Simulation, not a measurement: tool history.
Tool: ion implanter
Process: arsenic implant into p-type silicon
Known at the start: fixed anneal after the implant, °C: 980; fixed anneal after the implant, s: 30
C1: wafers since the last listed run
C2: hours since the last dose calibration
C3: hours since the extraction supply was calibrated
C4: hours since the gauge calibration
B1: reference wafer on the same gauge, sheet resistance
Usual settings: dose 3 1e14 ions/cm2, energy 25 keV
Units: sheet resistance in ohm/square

Run 1, hour 0: usual settings; C1 0; C2 1853.6; C3 4534.1; C4 171.1; B1 242.82. Result: sheet resistance 296.72 ohm/square.
Run 2, hour 14.9: usual settings; C1 274; C2 1868.5; C3 4549; C4 186; B1 242.92. Result: sheet resistance 297.88 ohm/square.
Run 3, hour 31.3: usual settings but dose 2.52 1e14 ions/cm2; C1 301; C2 1884.9; C3 4565.4; C4 202.4; B1 243.05. Result: sheet resistance 338.61 ohm/square.
Run 4, hour 43.5: usual settings but dose 2.52 1e14 ions/cm2; C1 224; C2 1897.1; C3 4577.6; C4 214.6; B1 243.1. Result: sheet resistance 338.16 ohm/square.
Run 5, hour 53.1: usual settings but dose 2.52 1e14 ions/cm2; C1 176; C2 1906.7; C3 4587.2; C4 224.2; B1 242.91. Result: sheet resistance 339.25 ohm/square.
Run 6, hour 69: usual settings; C1 292; C2 1922.6; C3 4603.1; C4 240.1; B1 243.04. Result: sheet resistance 297.63 ohm/square.
Run 7, hour 82.4: usual settings; C1 246; C2 1936; C3 4616.5; C4 253.5; B1 242.92. Result: sheet resistance 297.89 ohm/square.
Run 8, hour 97.6: usual settings but energy 19.5 keV; C1 279; C2 1951.2; C3 4631.7; C4 268.7; B1 242.83. Result: sheet resistance 309.07 ohm/square.
Run 9, hour 113.2: usual settings but energy 19.5 keV; C1 287; C2 1966.8; C3 4647.3; C4 284.3; B1 243.02. Result: sheet resistance 309.39 ohm/square.
At hour 115.9: gauge calibrated.
Run 10, hour 131.2: usual settings but energy 19.5 keV; C1 331; C2 1984.8; C3 4665.3; C4 15.3; B1 242.84. Result: sheet resistance 308.2 ohm/square.
Run 11, hour 137.3: usual settings; C1 112; C2 1990.9; C3 4671.4; C4 21.4; B1 243. Result: sheet resistance 299.65 ohm/square.
At hour 156.9: extraction supply calibrated.
Run 12, hour 157.4: usual settings but dose 3.69 1e14 ions/cm2, energy 23 keV; C1 222; C2 2011; C3 0.5; C4 41.5; B1 242.96. Result: sheet resistance 258.86 ohm/square.
Run 13, hour 157.8: usual settings; C1 7; C2 2011.4; C3 0.9; C4 41.9; B1 243.04. Result: sheet resistance 299.48 ohm/square.
Run 14, hour 166.2: usual settings; C1 154; C2 2019.8; C3 9.3; C4 50.3; B1 243.05. Result: sheet resistance 299.96 ohm/square.
Run 15, hour 176.3: usual settings; C1 185; C2 2029.9; C3 19.4; C4 60.4; B1 242.98. Result: sheet resistance 299.16 ohm/square.
Run 16, hour 183.2: usual settings but dose 2.47 1e14 ions/cm2; C1 127; C2 2036.8; C3 26.3; C4 67.3; B1 243.01. Result: sheet resistance 346.8 ohm/square.
At hour 196.7: Faraday cup replaced and dose calibrated.
Run 17, hour 197.2: usual settings; C1 110; C2 0.5; C3 40.3; C4 81.3; B1 242.85. Result: sheet resistance 285.44 ohm/square.
Run 18, hour 203.6: usual settings but dose 3.34 1e14 ions/cm2, energy 16.5 keV; C1 117; C2 6.9; C3 46.7; C4 87.7; B1 242.98. Result: sheet resistance 278.38 ohm/square.
Run 19, hour 212.4: usual settings but dose 2.45 1e14 ions/cm2, energy 29.5 keV; C1 162; C2 15.7; C3 55.5; C4 96.5; B1 242.87. Result: sheet resistance 324.23 ohm/square.
Run 20, hour 226.1: usual settings but energy 22.5 keV; C1 252; C2 29.4; C3 69.2; C4 110.2; B1 242.87. Result: sheet resistance 290.02 ohm/square.
Run 21, hour 247.9: usual settings but dose 2.25 1e14 ions/cm2, energy 18.5 keV; C1 401; C2 51.2; C3 91; C4 132; B1 243. Result: sheet resistance 370.95 ohm/square.
Run 22, hour 261.1: usual settings but dose 3.49 1e14 ions/cm2; C1 243; C2 64.4; C3 104.2; C4 145.2; B1 242.84. Result: sheet resistance 256.13 ohm/square.
Run 23, hour 277.5: usual settings but energy 33.5 keV; C1 301; C2 80.8; C3 120.6; C4 161.6; B1 242.88. Result: sheet resistance 274.63 ohm/square.
Run 24, hour 294.1: usual settings but dose 2.2 1e14 ions/cm2, energy 28 keV; C1 305; C2 97.4; C3 137.2; C4 178.2; B1 243.05. Result: sheet resistance 353.81 ohm/square.
Run 25, hour 303.9: usual settings; C1 180; C2 107.2; C3 147; C4 188; B1 242.99. Result: sheet resistance 286.32 ohm/square.
Run 26, hour 319.1: usual settings but dose 3.86 1e14 ions/cm2, energy 29 keV; C1 279; C2 122.4; C3 162.2; C4 203.2; B1 242.93. Result: sheet resistance 232.6 ohm/square.
Run 27, hour 327.2: usual settings but dose 2.48 1e14 ions/cm2, energy 28.5 keV; C1 149; C2 130.5; C3 170.3; C4 211.3; B1 242.96. Result: sheet resistance 324.11 ohm/square.
Run 28, hour 336.7: usual settings but dose 2.14 1e14 ions/cm2; C1 174; C2 140; C3 179.8; C4 220.8; B1 242.94. Result: sheet resistance 368.37 ohm/square.
Run 29, hour 342.9: usual settings but energy 28 keV; C1 114; C2 146.2; C3 186; C4 227; B1 243.11. Result: sheet resistance 281.77 ohm/square.
Run 30, hour 356: usual settings; C1 241; C2 159.3; C3 199.1; C4 240.1; B1 243.03. Result: sheet resistance 286.75 ohm/square.

Hidden state at the last listed run before each entry between runs and at the first one after, where it differs:
Between runs 9 and 10: gauge calibrated (hour 115.9)
  deviation of the true dose from the Faraday cup's reading, %: -5.65 -> -5.75
  measured less the result without the state, sheet resistance: +13.26 -> +13.45 ohm/square
Between runs 11 and 12: extraction supply calibrated (hour 156.9)
  deviation of the true dose from the Faraday cup's reading, %: -5.78 -> -5.9
  measured less the result without the state, sheet resistance: +13.07 -> +11.54 ohm/square
Between runs 16 and 17: Faraday cup replaced and dose calibrated (hour 196.7)
  deviation of the true dose from the Faraday cup's reading, %: -6.05 -> -0.208
  measured less the result without the state, sheet resistance: +15.7 -> +0.44 ohm/square
